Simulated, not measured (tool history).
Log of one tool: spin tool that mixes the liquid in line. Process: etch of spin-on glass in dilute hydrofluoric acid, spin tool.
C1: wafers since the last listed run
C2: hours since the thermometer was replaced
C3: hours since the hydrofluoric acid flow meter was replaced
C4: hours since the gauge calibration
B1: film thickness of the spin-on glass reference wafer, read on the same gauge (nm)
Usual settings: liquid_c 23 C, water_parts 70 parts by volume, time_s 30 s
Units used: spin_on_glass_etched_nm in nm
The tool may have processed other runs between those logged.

Run 1, hour 0: usual settings; C1 0; C2 339.9; C3 663.6; C4 874.3; B1 71.58. Result: spin_on_glass_etched_nm 11.1 nm.
Run 2, hour 53.4: usual settings; C1 928; C2 393.3; C3 717; C4 927.7; B1 71.86. Result: spin_on_glass_etched_nm 11.08 nm.
Run 3, hour 83.7: usual settings but water_parts 80 parts by volume, time_s 35 s; C1 526; C2 423.6; C3 747.3; C4 958; B1 71.9. Result: spin_on_glass_etched_nm 11.13 nm.
At hour 141.9: hydrofluoric acid flow meter replaced.
Run 4, hour 150.7: usual settings but water_parts 50 parts by volume; C1 1147; C2 490.6; C3 8.8; C4 1025; B1 72.17. Result: spin_on_glass_etched_nm 15.86 nm.
Run 5, hour 179.9: usual settings but water_parts 50 parts by volume; C1 507; C2 519.8; C3 38; C4 1054.2; B1 72.28. Result: spin_on_glass_etched_nm 15.97 nm.
Run 6, hour 222.2: usual settings but water_parts 50 parts by volume; C1 735; C2 562.1; C3 80.3; C4 1096.5; B1 72.5. Result: spin_on_glass_etched_nm 16.11 nm.
Run 7, hour 282.8: usual settings but liquid_c 26.5 C; C1 1053; C2 622.7; C3 140.9; C4 1157.1; B1 72.76. Result: spin_on_glass_etched_nm 12.95 nm.
Run 8, hour 326.4: usual settings but liquid_c 26.5 C; C1 757; C2 666.3; C3 184.5; C4 1200.7; B1 72.97. Result: spin_on_glass_etched_nm 12.77 nm.
Run 9, hour 375.1: usual settings; C1 846; C2 715; C3 233.2; C4 1249.4; B1 73.14. Result: spin_on_glass_etched_nm 11.34 nm.
Run 10, hour 404: usual settings; C1 502; C2 743.9; C3 262.1; C4 1278.3; B1 73.33. Result: spin_on_glass_etched_nm 11.27 nm.
Run 11, hour 450.9: usual settings; C1 815; C2 790.8; C3 309; C4 1325.2; B1 73.55. Result: spin_on_glass_etched_nm 11.41 nm.
Run 12, hour 499.4: usual settings; C1 842; C2 839.3; C3 357.5; C4 1373.7; B1 73.79. Result: spin_on_glass_etched_nm 11.34 nm.
Run 13, hour 549.2: usual settings; C1 865; C2 889.1; C3 407.3; C4 1423.5; B1 74.12. Result: spin_on_glass_etched_nm 11.4 nm.
At hour 578.6: gauge calibrated.
Run 14, hour 588: usual settings but liquid_c 20 C; C1 674; C2 927.9; C3 446.1; C4 9.4; B1 70.02. Result: spin_on_glass_etched_nm 9.56 nm.
Run 15, hour 630.9: usual settings but liquid_c 20 C; C1 745; C2 970.8; C3 489; C4 52.3; B1 70.01. Result: spin_on_glass_etched_nm 9.54 nm.
Run 16, hour 673.1: usual settings; C1 733; C2 1013; C3 531.2; C4 94.5; B1 70.02. Result: spin_on_glass_etched_nm 10.76 nm.
Run 17, hour 855.8: usual settings but liquid_c 24.5 C, water_parts 40 parts by volume, time_s 15 s; C1 3175; C2 1195.7; C3 713.9; C4 277.2; B1 70.13. Result: spin_on_glass_etched_nm 10.41 nm.
Run 18, hour 898.5: usual settings but liquid_c 21.5 C, water_parts 50 parts by volume, time_s 40 s; C1 742; C2 1238.4; C3 756.6; C4 319.9; B1 70.17. Result: spin_on_glass_etched_nm 19.24 nm.
Run 19, hour 952.8: usual settings but time_s 50 s; C1 943; C2 1292.7; C3 810.9; C4 374.2; B1 70.26. Result: spin_on_glass_etched_nm 18.18 nm.
At hour 968.2: hydrofluoric acid flow meter replaced.
At hour 984.1: thermometer replaced.
Run 20, hour 1006: usual settings but time_s 15 s; C1 889; C2 21.9; C3 37.8; C4 427.4; B1 70.32. Result: spin_on_glass_etched_nm 5.41 nm.
Run 21, hour 1040.7: usual settings but liquid_c 20 C, water_parts 55 parts by volume; C1 603; C2 56.6; C3 72.5; C4 462.1; B1 70.46. Result: spin_on_glass_etched_nm 12.46 nm.
Run 22, hour 1094: usual settings but time_s 25 s; C1 926; C2 109.9; C3 125.8; C4 515.4; B1 70.54. Result: spin_on_glass_etched_nm 9.13 nm.
Run 23, hour 1130: usual settings but time_s 40 s; C1 625; C2 145.9; C3 161.8; C4 551.4; B1 70.58. Result: spin_on_glass_etched_nm 14.59 nm.
Run 24, hour 1184.9: usual settings but liquid_c 18 C, water_parts 90 parts by volume, time_s 45 s; C1 954; C2 200.8; C3 216.7; C4 606.3; B1 70.75. Result: spin_on_glass_etched_nm 10.09 nm.
Run 25, hour 1250.9: usual settings but liquid_c 26.5 C, water_parts 40 parts by volume; C1 1147; C2 266.8; C3 282.7; C4 672.3; B1 70.84. Result: spin_on_glass_etched_nm 23.04 nm.
Run 26, hour 1292.7: usual settings; C1 726; C2 308.6; C3 324.5; C4 714.1; B1 71.01. Result: spin_on_glass_etched_nm 10.92 nm.
Run 27, hour 1333.3: usual settings; C1 705; C2 349.2; C3 365.1; C4 754.7; B1 71.14. Result: spin_on_glass_etched_nm 10.97 nm.
Run 28, hour 1380.8: usual settings but liquid_c 18.5 C, time_s 15 s; C1 825; C2 396.7; C3 412.6; C4 802.2; B1 71.25. Result: spin_on_glass_etched_nm 4.52 nm.
Run 29, hour 1437.3: usual settings but water_parts 40 parts by volume, time_s 40 s; C1 981; C2 453.2; C3 469.1; C4 858.7; B1 71.5. Result: spin_on_glass_etched_nm 26.93 nm.
Run 30, hour 1475.1: usual settings; C1 656; C2 491; C3 506.9; C4 896.5; B1 71.58. Result: spin_on_glass_etched_nm 11.1 nm.
Run 31, hour 1527.8: usual settings but water_parts 50 parts by volume, time_s 35 s; C1 915; C2 543.7; C3 559.6; C4 949.2; B1 71.78. Result: spin_on_glass_etched_nm 18.45 nm.
Run 32, hour 1584.2: usual settings but liquid_c 21 C, water_parts 100 parts by volume, time_s 25 s; C1 980; C2 600.1; C3 616; C4 1005.6; B1 71.99. Result: spin_on_glass_etched_nm 5.78 nm.
At hour 1617.4: hydrofluoric acid flow meter replaced.
Run 33, hour 1625.1: usual settings; C1 693; C2 641; C3 7.7; C4 1046.5; B1 72.17. Result: spin_on_glass_etched_nm 11.16 nm.
Run 34, hour 1682: usual settings; C1 988; C2 697.9; C3 64.6; C4 1103.4; B1 72.37. Result: spin_on_glass_etched_nm 11.2 nm.

Take each entry between the runs: how does the hidden state at the last listed run before it differ from the hidden state at the first listed run after it?
In the gap between runs 3 and 4: hydrofluoric acid flow meter replaced (hour 141.9)
  gauge reads high (%): 2.73 -> 3.11
  measured value less the no-hidden-state value, spin_on_glass_etched_nm: +0.3 -> +0.48 nm
In the gap between runs 13 and 14: gauge calibrated (hour 578.6)
  gauge reads high (%): 5.87 -> -0.00373
  measured value less the no-hidden-state value, spin_on_glass_etched_nm: +0.64 -> -0.01 nm
In the gap between runs 19 and 20: hydrofluoric acid flow meter replaced (hour 968.2); thermometer replaced (hour 984.1)
  gauge reads high (%): 0.393 -> 0.514
  measured value less the no-hidden-state value, spin_on_glass_etched_nm: +0.07 -> +0.03 nm
In the gap between runs 32 and 33: hydrofluoric acid flow meter replaced (hour 1617.4)
  gauge reads high (%): 2.86 -> 3.1
  measured value less the no-hidden-state value, spin_on_glass_etched_nm: +0.16 -> +0.34 nm
